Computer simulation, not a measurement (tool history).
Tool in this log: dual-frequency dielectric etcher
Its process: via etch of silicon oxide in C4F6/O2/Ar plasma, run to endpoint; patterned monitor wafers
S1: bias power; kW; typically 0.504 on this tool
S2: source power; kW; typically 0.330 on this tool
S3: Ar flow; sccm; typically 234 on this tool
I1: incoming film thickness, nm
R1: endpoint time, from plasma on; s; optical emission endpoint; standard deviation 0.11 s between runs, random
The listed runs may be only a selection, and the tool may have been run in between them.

{"run": 1, "day": 0.0, "S1": 0.504, "S2": 0.33, "S3": 234, "I1": 109.6, "R1": 26.4}
{"run": 2, "day": 0.9, "S1": 0.504, "S2": 0.33, "S3": 234, "I1": 107.5, "R1": 25.7}
{"run": 3, "day": 1.933, "S1": 0.504, "S2": 0.33, "S3": 234, "I1": 107.2, "R1": 25.5}
{"run": 4, "day": 3.192, "S1": 0.504, "S2": 0.33, "S3": 220, "I1": 108.1, "R1": 25.6}
{"run": 5, "day": 4.588, "S1": 0.504, "S2": 0.33, "S3": 234, "I1": 108.2, "R1": 25.8}
{"run": 6, "day": 5.454, "S1": 0.504, "S2": 0.33, "S3": 234, "I1": 107.7, "R1": 25.6}
{"run": 7, "day": 6.012, "S1": 0.504, "S2": 0.33, "S3": 234, "I1": 106.7, "R1": 25.4}
{"run": 8, "day": 7.096, "S1": 0.504, "S2": 0.33, "S3": 234, "I1": 107.7, "R1": 25.5}
{"run": 9, "day": 8.304, "S1": 0.504, "S2": 0.33, "S3": 234, "I1": 109.1, "R1": 25.7}
{"day": 9.742, "done": "upper electrode replaced"}
{"run": 10, "day": 9.762, "S1": 0.504, "S2": 0.33, "S3": 234, "I1": 107.0, "R1": 25.2}
{"run": 11, "day": 10.283, "S1": 0.504, "S2": 0.33, "S3": 234, "I1": 109.1, "R1": 25.7}
{"run": 12, "day": 10.888, "S1": 0.504, "S2": 0.33, "S3": 234, "I1": 107.9, "R1": 25.3}
{"run": 13, "day": 11.667, "S1": 0.412, "S2": 0.26, "S3": 290, "I1": 108.1, "R1": 31.3}
{"day": 13.2, "done": "bias power generator calibrated"}
{"day": 13.488, "done": "wet clean of the chamber"}
{"run": 14, "day": 13.508, "S1": 0.601, "S2": 0.39, "S3": 234, "I1": 108.5, "R1": 22.8}
{"run": 15, "day": 13.521, "S1": 0.504, "S2": 0.33, "S3": 186, "I1": 107.6, "R1": 25.1}
{"run": 16, "day": 14.338, "S1": 0.504, "S2": 0.33, "S3": 234, "I1": 108.4, "R1": 26.2}
{"run": 17, "day": 15.162, "S1": 0.619, "S2": 0.4, "S3": 270, "I1": 108.5, "R1": 22.6}
{"day": 15.704, "done": "source power generator calibrated"}
{"day": 16.325, "done": "Ar flow controller replaced"}
{"run": 18, "day": 16.346, "S1": 0.396, "S2": 0.33, "S3": 178, "I1": 107.4, "R1": 26.3}
{"run": 19, "day": 17.375, "S1": 0.504, "S2": 0.27, "S3": 234, "I1": 108.7, "R1": 28.9}
{"run": 20, "day": 18.45, "S1": 0.433, "S2": 0.33, "S3": 250, "I1": 107.8, "R1": 27.1}
{"run": 21, "day": 19.038, "S1": 0.504, "S2": 0.33, "S3": 234, "I1": 108.4, "R1": 25.7}
{"run": 22, "day": 19.838, "S1": 0.504, "S2": 0.33, "S3": 234, "I1": 109.0, "R1": 25.7}
{"run": 23, "day": 20.871, "S1": 0.604, "S2": 0.26, "S3": 198, "I1": 105.7, "R1": 26.7}
{"run": 24, "day": 21.492, "S1": 0.604, "S2": 0.37, "S3": 234, "I1": 109.2, "R1": 23.3}

Predict the results of run 25:
{"run": 25, "day": 22.562, "S1": 0.504, "S2": 0.33, "S3": 234, "I1": 108.9, "R1": "?"}

{"run 25": {"R1": 25.7}}
Were there no unlogged condition in the tool, this run, its random variation unchanged, would have produced R1 26.1 s.
